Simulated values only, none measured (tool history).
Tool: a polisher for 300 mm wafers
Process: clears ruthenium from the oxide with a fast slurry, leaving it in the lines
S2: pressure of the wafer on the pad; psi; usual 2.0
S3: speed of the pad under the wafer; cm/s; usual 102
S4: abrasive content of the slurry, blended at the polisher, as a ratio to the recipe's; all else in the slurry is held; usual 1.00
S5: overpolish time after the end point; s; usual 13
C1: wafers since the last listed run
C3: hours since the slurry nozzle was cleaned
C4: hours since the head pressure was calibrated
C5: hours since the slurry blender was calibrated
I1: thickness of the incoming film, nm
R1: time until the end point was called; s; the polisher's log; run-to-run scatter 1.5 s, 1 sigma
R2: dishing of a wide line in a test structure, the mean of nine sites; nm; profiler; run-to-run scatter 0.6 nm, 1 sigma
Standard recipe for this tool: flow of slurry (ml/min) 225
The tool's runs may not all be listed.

Run 1, day 0.000: usual settings; C1 0; wafers polished on this pad 498; C3 773.9; C4 503.4; C5 139.7; I1 228.8. Result: R1 92.3 s, R2 25.3 nm.
At day 1.321: slurry nozzle cleaned.
Run 2, day 2.204: usual settings; C1 731; wafers polished on this pad 1229; C3 21.2; C4 556.3; C5 192.6; I1 227.8. Result: R1 96.6 s, R2 23.8 nm.
Run 3, day 4.683: usual settings; C1 838; wafers polished on this pad 2067; C3 80.7; C4 615.8; C5 252.1; I1 227.4. Result: R1 96.7 s, R2 24.6 nm.
Run 4, day 5.929: usual settings but S2 2.5 psi, S4 0.90; C1 421; wafers polished on this pad 2488; C3 110.6; C4 645.7; C5 282.0; I1 233.3. Result: R1 86.2 s, R2 27.8 nm.
Run 5, day 7.762: usual settings but S2 2.5 psi, S4 0.90; C1 619; wafers polished on this pad 3108; C3 154.6; C4 689.7; C5 326.0; I1 229.6. Result: R1 84.3 s, R2 27.6 nm.
Run 6, day 9.071: usual settings; C1 442; wafers polished on this pad 3551; C3 186.0; C4 721.1; C5 357.4; I1 228.8. Result: R1 101.1 s, R2 23.7 nm.
Run 7, day 10.388: usual settings; C1 445; wafers polished on this pad 3996; C3 217.6; C4 752.7; C5 389.0; I1 233.1. Result: R1 104.8 s, R2 23.2 nm.
At day 13.162: slurry blender recalibrated.
Run 8, day 13.183: usual settings; C1 917; wafers polished on this pad 4913; C3 284.7; C4 819.8; C5 0.5; I1 225.2. Result: R1 88.8 s, R2 26.7 nm.
Run 9, day 14.767: usual settings but flow of slurry (ml/min) 265; C1 535; wafers polished on this pad 5448; C3 322.7; C4 857.8; C5 38.5; I1 233.1. Result: R1 93.7 s, R2 25.6 nm.
At day 16.204: worn pad replaced by a new one.
Run 10, day 16.938: usual settings but flow of slurry (ml/min) 265; C1 677; wafers polished on this pad 247; C3 374.8; C4 909.9; C5 90.6; I1 232.1. Result: R1 93.9 s, R2 25.2 nm.
Run 11, day 19.083: usual settings but flow of slurry (ml/min) 265; C1 725; wafers polished on this pad 972; C3 426.3; C4 961.4; C5 142.1; I1 227.2. Result: R1 93.1 s, R2 25.2 nm.
Run 12, day 20.850: usual settings but S2 1.4 psi, S5 16 s; C1 597; wafers polished on this pad 1570; C3 468.7; C4 1003.8; C5 184.5; I1 227.9. Result: R1 139.9 s, R2 21.6 nm.
Run 13, day 22.871: usual settings but S3 86 cm/s, S4 0.80; C1 683; wafers polished on this pad 2253; C3 517.2; C4 1052.3; C5 233.0; I1 226.3. Result: R1 124.8 s, R2 20.0 nm.
At day 23.042: head pressure recalibrated.
Run 14, day 24.296: usual settings but S3 112 cm/s; C1 453; wafers polished on this pad 2707; C3 551.4; C4 30.1; C5 267.2; I1 234.0. Result: R1 95.8 s, R2 25.5 nm.
Run 15, day 26.179: usual settings but S3 114 cm/s; C1 636; wafers polished on this pad 3343; C3 596.6; C4 75.3; C5 312.4; I1 227.7. Result: R1 91.7 s, R2 24.6 nm.
Run 16, day 29.162: usual settings but S2 1.7 psi, S3 136 cm/s; C1 1008; wafers polished on this pad 4352; C3 668.2; C4 146.9; C5 384.0; I1 233.2. Result: R1 102.2 s, R2 24.1 nm.
At day 29.525: slurry blender recalibrated.
At day 31.050: slurry nozzle cleaned.
Run 17, day 32.133: usual settings but S3 112 cm/s; C1 962; wafers polished on this pad 5314; C3 26.0; C4 218.2; C5 62.6; I1 228.1. Result: R1 90.8 s, R2 27.0 nm.
Run 18, day 34.696: usual settings but S2 1.7 psi, S3 120 cm/s, S5 17 s; C1 866; wafers polished on this pad 6181; C3 87.5; C4 279.7; C5 124.1; I1 231.7. Result: R1 100.3 s, R2 29.6 nm.
At day 35.175: worn pad replaced by a new one.
Run 19, day 35.850: usual settings but flow of slurry (ml/min) 265; C1 333; wafers polished on this pad 228; C3 115.2; C4 307.4; C5 151.8; I1 226.0. Result: R1 93.8 s, R2 24.8 nm.
Run 20, day 38.742: usual settings; C1 977; wafers polished on this pad 1206; C3 184.6; C4 376.8; C5 221.2; I1 232.6. Result: R1 99.3 s, R2 24.6 nm.
Run 21, day 41.512: usual settings but S5 18 s; C1 936; wafers polished on this pad 2143; C3 251.1; C4 443.3; C5 287.7; I1 229.9. Result: R1 99.4 s, R2 30.7 nm.
Run 22, day 43.692: usual settings but S4 1.20; C1 736; wafers polished on this pad 2880; C3 303.4; C4 495.6; C5 340.0; I1 227.6. Result: R1 90.7 s, R2 25.9 nm.
Run 23, day 46.288: usual settings but S3 82 cm/s, S4 1.15; C1 877; wafers polished on this pad 3757; C3 365.7; C4 557.9; C5 402.3; I1 229.2. Result: R1 109.6 s, R2 22.7 nm.
At day 46.583: slurry blender recalibrated.
At day 51.896: worn pad replaced by a new one.
Run 24, day 54.679: usual settings but S2 2.6 psi, S5 5 s; C1 2752; wafers polished on this pad 941; C3 567.1; C4 759.3; C5 194.3; I1 225.2. Result: R1 75.1 s, R2 13.2 nm.
Run 25, day 56.858: usual settings but flow of slurry (ml/min) 160; C1 736; wafers polished on this pad 1677; C3 619.4; C4 811.6; C5 246.6; I1 229.9. Result: R1 107.4 s, R2 23.5 nm.
Run 26, day 58.150: usual settings but S5 16 s; C1 436; wafers polished on this pad 2114; C3 650.4; C4 842.6; C5 277.6; I1 233.1. Result: R1 101.9 s, R2 29.3 nm.
Run 27, day 60.508: usual settings but flow of slurry (ml/min) 200, S3 120 cm/s; C1 797; wafers polished on this pad 2912; C3 707.0; C4 899.2; C5 334.2; I1 230.9. Result: R1 95.8 s, R2 24.9 nm.
At day 63.575: head pressure recalibrated.
At day 64.196: slurry blender recalibrated.
At day 66.038: slurry nozzle cleaned.
Run 28, day 68.254: usual settings but flow of slurry (ml/min) 305, S2 1.6 psi; C1 2548; wafers polished on this pad 5460; C3 53.2; C4 112.3; C5 97.4; I1 230.8. Result: R1 115.2 s, R2 21.6 nm.
At day 69.508: worn pad replaced by a new one.
Run 29, day 70.900: usual settings but S3 116 cm/s, S5 19 s; C1 838; wafers polished on this pad 469; C3 116.7; C4 175.8; C5 160.9; I1 233.1. Result: R1 90.9 s, R2 34.5 nm.

What was the tool's hidden state at every run in the log?
removal rate lost through wear of the pad, %: 0 across all the runs
slurry flow missing at the pad, %: 0 across all the runs
deviation of the head's pressure from its setpoint, %: 0 across all the runs
H1: abrasive missing from the slurry, %
run     H1
  1   7.11
  2   9.55
  3   12.3
  4   13.7
  5   15.7
  6   17.1
  7   18.6
  8  0.872
  9   2.62
 10   5.02
 11   7.39
 12   9.35
 13   11.6
 14   13.2
 15   15.2
 16   18.5
 17   3.14
 18   5.98
 19   7.25
 20   10.5
 21   13.5
 22   15.9
 23   18.8
 24   13.5
 25   15.9
 26   17.3
 27   19.9
 28   7.52
 29   10.4
